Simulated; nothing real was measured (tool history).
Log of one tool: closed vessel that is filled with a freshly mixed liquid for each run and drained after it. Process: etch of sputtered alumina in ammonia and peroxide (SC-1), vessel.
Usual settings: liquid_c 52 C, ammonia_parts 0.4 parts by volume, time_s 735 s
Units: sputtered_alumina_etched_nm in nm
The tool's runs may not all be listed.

run   hour  liquid_c  ammonia_parts  time_s  wafers since the last listed run  hours since the thermometer was replaced  hours since the ammonia flow meter was replaced  hours since the drum of ammonia solution was connected  hours since the gauge calibration  read-back film thickness of the sputtered alumina reference wafer, read on the same gauge (nm)  sputtered_alumina_etched_nm
  1      0        52            0.4     735                                 0                                     796.3                                           2245.5                                                   238.7                              553.7                                                                                          126.68                        30.61
      24.3  -- new drum of ammonia solution connected
  2   32.5        52            0.4     735                              1517                                     828.8                                             2278                                                     8.2                              586.2                                                                                          126.61                        30.82
  3   81.5        52            0.4     735                              2360                                     877.8                                             2327                                                    57.2                              635.2                                                                                          126.51                        30.76
  4  128.9        52            0.4     735                              2283                                     925.2                                           2374.4                                                   104.6                              682.6                                                                                          126.44                        30.68
  5  155.8        52            0.4     735                              1295                                     952.1                                           2401.3                                                   131.5                              709.5                                                                                          126.43                        30.89
  6  198.5        52            0.4     735                              2056                                     994.8                                             2444                                                   174.2                              752.2                                                                                          126.36                        30.69
  7  238.4        52            0.4     735                              1921                                    1034.7                                           2483.9                                                   214.1                              792.1                                                                                          126.33                        30.63
  8  277.6        52            0.4     735                              1888                                    1073.9                                           2523.1                                                   253.3                              831.3                                                                                          126.27                        30.73
     307.9  -- gauge calibrated
  9  323.3        52            0.4     735                              2201                                    1119.6                                           2568.8                                                     299                               15.4                                                                                          130.07                        30.97
     333.7  -- new drum of ammonia solution connected
     425.2  -- ammonia flow meter replaced
     507.2  -- thermometer replaced
 10  522.3        52            0.4     735                              9440                                      15.1                                             97.1                                                   188.6                              214.4                                                                                          128.48                        31.06
 11  555.9        52            0.4     410                              1618                                      48.7                                            130.7                                                   222.2                                248                                                                                          128.31                         17.2
     595.6  -- new drum of ammonia solution connected
 12  602.5        52            0.4     735                              2196                                      95.3                                            177.3                                                     6.9                              294.6                                                                                           128.1                        30.78
 13    632        52           0.55    1090                              1420                                     124.8                                            206.8                                                    36.4                              324.1                                                                                          127.95                        47.12
 14  690.2        52            0.4     735                              2803                                       183                                              265                                                    94.6                              382.3                                                                                          127.75                        30.88
 15  740.7        52            0.4     370                              2432                                     233.5                                            315.5                                                   145.1                              432.8                                                                                          127.57                        15.61
 16    809        52            0.2     735                              3289                                     301.8                                            383.8                                                   213.4                              501.1                                                                                          127.39                        28.91
 17    838        52           0.25    1100                              1396                                     330.8                                            412.8                                                   242.4                              530.1                                                                                          127.35                        43.94
     891.5  -- new drum of ammonia solution connected
 18  952.6        44            0.4     330                              5471                                     445.4                                            527.4                                                    61.1                              644.7                                                                                          127.09                          8.8

The tool's hidden state at each run:
liquid colder than its thermometer reads (K): 0 in every run
ammonia flow above the setpoint (%): 0 in every run
ammonia solution weaker than its label (%): 0 in every run
H1: gauge reads high (%)
run      H1
  1   -2.56
  2   -2.61
  3   -2.68
  4   -2.73
  5   -2.76
  6    -2.8
  7   -2.83
  8   -2.86
  9  0.0481
 10   -1.16
 11   -1.31
 12   -1.48
 13   -1.58
 14   -1.75
 15   -1.87
 16   -2.01
 17   -2.07
 18   -2.23
